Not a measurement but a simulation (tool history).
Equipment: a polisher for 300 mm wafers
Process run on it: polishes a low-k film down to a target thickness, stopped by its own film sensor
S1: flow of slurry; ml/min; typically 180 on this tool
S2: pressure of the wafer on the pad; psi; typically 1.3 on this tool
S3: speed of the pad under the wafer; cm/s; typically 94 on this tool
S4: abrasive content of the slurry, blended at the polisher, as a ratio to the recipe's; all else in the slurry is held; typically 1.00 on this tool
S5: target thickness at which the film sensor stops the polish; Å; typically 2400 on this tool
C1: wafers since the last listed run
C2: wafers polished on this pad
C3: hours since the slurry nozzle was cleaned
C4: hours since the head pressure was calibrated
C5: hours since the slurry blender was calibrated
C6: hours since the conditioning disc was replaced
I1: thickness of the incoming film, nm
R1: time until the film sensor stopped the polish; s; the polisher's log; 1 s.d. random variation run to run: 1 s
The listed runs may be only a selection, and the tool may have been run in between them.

run 1 hour=0.0 | S1=180 S2=1.3 S3=94 S4=1.00 S5=2400 | C1=0 C2=886 C3=26.3 C4=544.1 C5=317.3 C6=68.4 | I1=277.9 | R1=110.2
run 2 hour=20.0 | S1=180 S2=1.3 S3=94 S4=1.00 S5=2400 | C1=90 C2=976 C3=46.3 C4=564.1 C5=337.3 C6=88.4 | I1=280.6 | R1=117.0
run 3 hour=49.1 | S1=180 S2=1.3 S3=94 S4=1.00 S5=2400 | C1=131 C2=1108 C3=75.4 C4=593.2 C5=366.4 C6=117.5 | I1=279.9 | R1=115.1
run 4 hour=84.0 | S1=180 S2=1.3 S3=116 S4=1.00 S5=2400 | C1=157 C2=1265 C3=110.3 C4=628.1 C5=401.3 C6=152.4 | I1=277.3 | R1=95.0
run 5 hour=118.4 | S1=180 S2=1.3 S3=116 S4=1.00 S5=2400 | C1=155 C2=1420 C3=144.7 C4=662.5 C5=435.7 C6=186.8 | I1=280.1 | R1=100.0
run 6 hour=132.0 | S1=180 S2=1.6 S3=94 S4=1.00 S5=2400 | C1=61 C2=1482 C3=158.3 C4=676.1 C5=449.3 C6=200.4 | I1=278.8 | R1=95.1
-- hour=145.1 head pressure recalibrated
-- hour=145.6 worn pad replaced by a new one, of another model than before
run 7 hour=163.6 | S1=180 S2=1.0 S3=116 S4=1.20 S5=2400 | C1=130 C2=80 C3=189.9 C4=18.5 C5=480.9 C6=232.0 | I1=277.1 | R1=102.9
run 8 hour=181.9 | S1=180 S2=1.3 S3=94 S4=1.00 S5=2400 | C1=82 C2=163 C3=208.2 C4=36.8 C5=499.2 C6=250.3 | I1=284.1 | R1=136.5
run 9 hour=194.5 | S1=180 S2=1.3 S3=118 S4=0.75 S5=2400 | C1=56 C2=220 C3=220.8 C4=49.4 C5=511.8 C6=262.9 | I1=278.8 | R1=118.4
-- hour=196.7 slurry blender recalibrated
-- hour=203.1 slurry nozzle cleaned
-- hour=207.3 conditioning disc replaced and pad reconditioned
run 10 hour=216.9 | S1=200 S2=1.5 S3=74 S4=1.10 S5=2400 | C1=78 C2=298 C3=13.8 C4=71.8 C5=20.2 C6=9.6 | I1=278.1 | R1=127.3
run 11 hour=231.0 | S1=135 S2=1.7 S3=72 S4=1.00 S5=2400 | C1=63 C2=362 C3=27.9 C4=85.9 C5=34.3 C6=23.7 | I1=279.1 | R1=133.4
run 12 hour=266.7 | S1=180 S2=1.1 S3=118 S4=1.00 S5=2440 | C1=161 C2=523 C3=63.6 C4=121.6 C5=70.0 C6=59.4 | I1=279.0 | R1=96.2
run 13 hour=285.5 | S1=205 S2=1.6 S3=94 S4=0.70 S5=2480 | C1=84 C2=608 C3=82.4 C4=140.4 C5=88.8 C6=78.2 | I1=280.3 | R1=109.0
run 14 hour=313.8 | S1=180 S2=1.3 S3=94 S4=1.10 S5=2350 | C1=127 C2=736 C3=110.7 C4=168.7 C5=117.1 C6=106.5 | I1=283.2 | R1=137.9
run 15 hour=339.9 | S1=180 S2=1.3 S3=94 S4=1.25 S5=2400 | C1=117 C2=853 C3=136.8 C4=194.8 C5=143.2 C6=132.6 | I1=284.1 | R1=119.5
run 16 hour=363.9 | S1=180 S2=1.3 S3=94 S4=1.30 S5=2400 | C1=108 C2=962 C3=160.8 C4=218.8 C5=167.2 C6=156.6 | I1=279.6 | R1=105.4
run 17 hour=388.1 | S1=180 S2=1.5 S3=94 S4=1.00 S5=2400 | C1=109 C2=1071 C3=185.0 C4=243.0 C5=191.4 C6=180.8 | I1=278.1 | R1=102.8
run 18 hour=418.6 | S1=215 S2=1.3 S3=94 S4=1.00 S5=2400 | C1=137 C2=1208 C3=215.5 C4=273.5 C5=221.9 C6=211.3 | I1=284.1 | R1=130.5
-- hour=442.4 slurry nozzle cleaned
run 19 hour=450.6 | S1=180 S2=0.8 S3=112 S4=0.70 S5=2450 | C1=139 C2=1348 C3=8.2 C4=305.5 C5=253.9 C6=243.3 | I1=280.6 | R1=151.4
-- hour=473.1 conditioning disc replaced and pad reconditioned
run 20 hour=477.6 | S1=180 S2=1.6 S3=94 S4=1.00 S5=2400 | C1=112 C2=1461 C3=35.2 C4=332.5 C5=280.9 C6=4.5 | I1=285.0 | R1=117.2
-- hour=482.4 worn pad replaced by a new one
run 21 hour=501.3 | S1=180 S2=1.3 S3=94 S4=1.00 S5=2400 | C1=88 C2=85 C3=58.9 C4=356.2 C5=304.6 C6=28.2 | I1=283.0 | R1=129.4
run 22 hour=535.6 | S1=180 S2=1.3 S3=82 S4=1.25 S5=2400 | C1=154 C2=240 C3=93.2 C4=390.5 C5=338.9 C6=62.5 | I1=281.1 | R1=124.5
run 23 hour=570.7 | S1=180 S2=1.3 S3=94 S4=1.00 S5=2520 | C1=158 C2=398 C3=128.3 C4=425.6 C5=374.0 C6=97.6 | I1=279.7 | R1=81.9
run 24 hour=586.9 | S1=180 S2=1.3 S3=94 S4=1.25 S5=2340 | C1=73 C2=471 C3=144.5 C4=441.8 C5=390.2 C6=113.8 | I1=277.8 | R1=114.1
-- hour=613.3 slurry blender recalibrated
run 25 hour=618.8 | S1=180 S2=1.3 S3=94 S4=1.00 S5=2400 | C1=134 C2=606 C3=176.4 C4=473.7 C5=5.5 C6=145.7 | I1=283.5 | R1=127.1

What if the next run were any one of these 4? Each begins from the tool's condition after run 25:
run A hour=619.3 | S1=180 S2=1.3 S3=94 S4=1.00 S5=2310 | C1=2 C2=608 C3=176.9 C4=474.2 C5=6.0 C6=146.2 | I1=278.4 | R1=?
run B hour=619.3 | S1=180 S2=1.7 S3=76 S4=0.90 S5=2400 | C1=2 C2=608 C3=176.9 C4=474.2 C5=6.0 C6=146.2 | I1=278.4 | R1=?
run C hour=619.3 | S1=180 S2=1.3 S3=108 S4=1.00 S5=2400 | C1=2 C2=608 C3=176.9 C4=474.2 C5=6.0 C6=146.2 | I1=278.4 | R1=?
run D hour=619.3 | S1=115 S2=1.3 S3=118 S4=1.15 S5=2400 | C1=2 C2=608 C3=176.9 C4=474.2 C5=6.0 C6=146.2 | I1=278.4 | R1=?

run=A R1=141.9
run=B R1=126.0
run=C R1=100.8
run=D R1=88.9
Without the tool's hidden state the same runs would have given:
run=A R1=149.9
run=B R1=133.1
run=C R1=106.5
run=D R1=93.9
